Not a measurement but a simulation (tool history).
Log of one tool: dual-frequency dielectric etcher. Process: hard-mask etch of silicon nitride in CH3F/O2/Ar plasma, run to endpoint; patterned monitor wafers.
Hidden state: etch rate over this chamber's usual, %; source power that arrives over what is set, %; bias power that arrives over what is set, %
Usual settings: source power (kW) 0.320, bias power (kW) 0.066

| run | hour | source power (kW) | bias power (kW) | wafers since the last listed run | hours since the last wet clean | hours since the last source power generator calibration | hours since the last bias power generator calibration | hours since the last upper electrode change | incoming incoming film thickness, nm | endpoint time (s) |
|---|---|---|---|---|---|---|---|---|---|---|
| 1 | 0.0 | 0.320 | 0.066 | 0 | 354.2 | 2384.9 | 3406.0 | 3469.2 | 44.31 | 81.7 |
| 2 | 15.4 | 0.320 | 0.066 | 113 | 369.6 | 2400.3 | 3421.4 | 3484.6 | 44.31 | 80.4 |
| 3 | 27.0 | 0.270 | 0.061 | 85 | 381.2 | 2411.9 | 3433.0 | 3496.2 | 44.65 | 89.5 |
| 4 | 38.7 | 0.270 | 0.061 | 86 | 392.9 | 2423.6 | 3444.7 | 3507.9 | 44.20 | 88.9 |
| 5 | 48.6 | 0.270 | 0.061 | 73 | 402.8 | 2433.5 | 3454.6 | 3517.8 | 44.10 | 88.2 |
|  | 98.2 | upper electrode replaced |
|  | 100.9 | wet clean of the chamber |
| 6 | 101.4 | 0.320 | 0.066 | 192 | 0.5 | 2486.3 | 3507.4 | 3.2 | 44.11 | 73.3 |
| 7 | 101.7 | 0.320 | 0.066 | 2 | 0.8 | 2486.6 | 3507.7 | 3.5 | 44.20 | 73.3 |
| 8 | 102.0 | 0.370 | 0.066 | 2 | 1.1 | 2486.9 | 3508.0 | 3.8 | 44.44 | 69.1 |
| 9 | 115.8 | 0.370 | 0.066 | 101 | 14.9 | 2500.7 | 3521.8 | 17.6 | 44.32 | 68.8 |
| 10 | 122.9 | 0.320 | 0.062 | 52 | 22.0 | 2507.8 | 3528.9 | 24.7 | 44.26 | 74.9 |
|  | 140.0 | source power generator calibrated |
|  | 150.8 | wet clean of the chamber, repeated, since the last time left the tool worse |
| 11 | 151.3 | 0.370 | 0.054 | 100 | 0.5 | 11.3 | 3557.3 | 53.1 | 43.58 | 77.0 |
| 12 | 151.7 | 0.360 | 0.071 | 2 | 0.9 | 11.7 | 3557.7 | 53.5 | 44.00 | 72.8 |
|  | 156.2 | bias power generator calibrated |
| 13 | 161.9 | 0.320 | 0.066 | 45 | 11.1 | 21.9 | 5.7 | 63.7 | 44.27 | 77.7 |
| 14 | 168.1 | 0.400 | 0.077 | 45 | 17.3 | 28.1 | 11.9 | 69.9 | 44.22 | 68.4 |
| 15 | 179.0 | 0.320 | 0.066 | 80 | 28.2 | 39.0 | 22.8 | 80.8 | 44.45 | 78.1 |
| 16 | 192.3 | 0.250 | 0.054 | 98 | 41.5 | 52.3 | 36.1 | 94.1 | 44.08 | 90.9 |
| 17 | 209.1 | 0.270 | 0.061 | 124 | 58.3 | 69.1 | 52.9 | 110.9 | 44.42 | 85.5 |
| 18 | 216.7 | 0.350 | 0.074 | 56 | 65.9 | 76.7 | 60.5 | 118.5 | 44.40 | 72.6 |

Forecast each of these 4 alternatives for the next run:
| A | 217.1 | 0.320 | 0.066 | 2 | 66.3 | 77.1 | 60.9 | 118.9 | 44.16 | ? |
| B | 217.1 | 0.320 | 0.077 | 2 | 66.3 | 77.1 | 60.9 | 118.9 | 44.16 | ? |
| C | 217.1 | 0.360 | 0.066 | 2 | 66.3 | 77.1 | 60.9 | 118.9 | 44.16 | ? |
| D | 217.1 | 0.390 | 0.059 | 2 | 66.3 | 77.1 | 60.9 | 118.9 | 44.16 | ? |

| run | endpoint time (s) |
|---|---|
| A | 77.1 |
| B | 73.5 |
| C | 73.7 |
| D | 73.8 |
Without the tool's hidden state the same runs would have given:
| run | endpoint time (s) |
|---|---|
| A | 76.9 |
| B | 73.3 |
| C | 73.5 |
| D | 73.6 |
